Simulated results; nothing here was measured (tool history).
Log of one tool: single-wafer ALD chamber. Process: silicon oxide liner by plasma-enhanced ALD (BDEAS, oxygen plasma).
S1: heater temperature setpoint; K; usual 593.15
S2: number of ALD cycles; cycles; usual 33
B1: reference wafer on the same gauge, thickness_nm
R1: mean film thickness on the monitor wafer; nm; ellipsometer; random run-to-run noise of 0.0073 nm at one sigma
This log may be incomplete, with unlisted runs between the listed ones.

run 1 hour=0 | S1=593.15 S2=33 | B1=2.341 | R1=2.866
run 2 hour=36.4 | S1=583.15 S2=33 | B1=2.344 | R1=2.909
run 3 hour=76.5 | S1=593.15 S2=37 | B1=2.338 | R1=3.217
run 4 hour=127.5 | S1=593.15 S2=37 | B1=2.335 | R1=3.202
run 5 hour=164.5 | S1=593.15 S2=37 | B1=2.333 | R1=3.2
run 6 hour=199.4 | S1=593.15 S2=33 | B1=2.335 | R1=2.862
run 7 hour=263.5 | S1=593.15 S2=33 | B1=2.327 | R1=2.859
-- hour=396.3 gauge calibrated
run 8 hour=435.3 | S1=599.15 S2=30 | B1=2.378 | R1=2.64
run 9 hour=489.2 | S1=599.15 S2=30 | B1=2.376 | R1=2.623
run 10 hour=527.7 | S1=593.15 S2=33 | B1=2.372 | R1=2.906
-- hour=581.1 thermocouple changed; heater temperature recalibrated
run 11 hour=595.3 | S1=593.15 S2=33 | B1=2.368 | R1=2.912
run 12 hour=651.6 | S1=593.15 S2=33 | B1=2.363 | R1=2.898
run 13 hour=700.8 | S1=601.15 S2=30 | B1=2.359 | R1=2.616
run 14 hour=766.4 | S1=601.15 S2=30 | B1=2.359 | R1=2.599
run 15 hour=832.8 | S1=601.15 S2=30 | B1=2.358 | R1=2.596
run 16 hour=892 | S1=581.15 S2=37 | B1=2.35 | R1=3.294
run 17 hour=919.5 | S1=581.15 S2=37 | B1=2.349 | R1=3.281
run 18 hour=969 | S1=581.15 S2=37 | B1=2.343 | R1=3.265
run 19 hour=1002.8 | S1=598.15 S2=39 | B1=2.343 | R1=3.375
run 20 hour=1061.7 | S1=593.15 S2=35 | B1=2.341 | R1=3.048
run 21 hour=1087.7 | S1=585.15 S2=33 | B1=2.341 | R1=2.899
run 22 hour=1153.8 | S1=600.15 S2=27 | B1=2.332 | R1=2.321
-- hour=1171.1 gauge calibrated
run 23 hour=1219.3 | S1=583.15 S2=29 | B1=2.375 | R1=2.591
run 24 hour=1271.8 | S1=593.15 S2=33 | B1=2.371 | R1=2.91
run 25 hour=1312.5 | S1=587.15 S2=30 | B1=2.367 | R1=2.656
run 26 hour=1374 | S1=588.15 S2=39 | B1=2.365 | R1=3.433
run 27 hour=1418.7 | S1=593.15 S2=33 | B1=2.361 | R1=2.889
run 28 hour=1448.8 | S1=593.15 S2=33 | B1=2.357 | R1=2.891
run 29 hour=1511.8 | S1=604.15 S2=30 | B1=2.356 | R1=2.6
run 30 hour=1545.5 | S1=607.15 S2=33 | B1=2.355 | R1=2.831
run 31 hour=1572.1 | S1=604.15 S2=30 | B1=2.351 | R1=2.59
run 32 hour=1598 | S1=578.15 S2=27 | B1=2.352 | R1=2.407
run 33 hour=1666.9 | S1=593.15 S2=29 | B1=2.346 | R1=2.544
run 34 hour=1698.6 | S1=593.15 S2=36 | B1=2.344 | R1=3.133
run 35 hour=1745.7 | S1=601.15 S2=36 | B1=2.342 | R1=3.096
run 36 hour=1807.6 | S1=599.15 S2=36 | B1=2.338 | R1=3.096

Predict each of these 4 candidate next runs independently; none follows another, all start after run 36:
run A hour=1808 | S1=598.15 S2=33 | B1=? | R1=?
run B hour=1808 | S1=602.15 S2=28 | B1=? | R1=?
run C hour=1808 | S1=604.15 S2=33 | B1=? | R1=?
run D hour=1808 | S1=589.15 S2=38 | B1=? | R1=?

run=A B1=2.339 R1=2.86
run=B B1=2.339 R1=2.414
run=C B1=2.339 R1=2.838
run=D B1=2.339 R1=3.331
Had the tool no hidden state, the same runs would have come out as:
run=A R1=2.899
run=B R1=2.447
run=C R1=2.877
run=D R1=3.376

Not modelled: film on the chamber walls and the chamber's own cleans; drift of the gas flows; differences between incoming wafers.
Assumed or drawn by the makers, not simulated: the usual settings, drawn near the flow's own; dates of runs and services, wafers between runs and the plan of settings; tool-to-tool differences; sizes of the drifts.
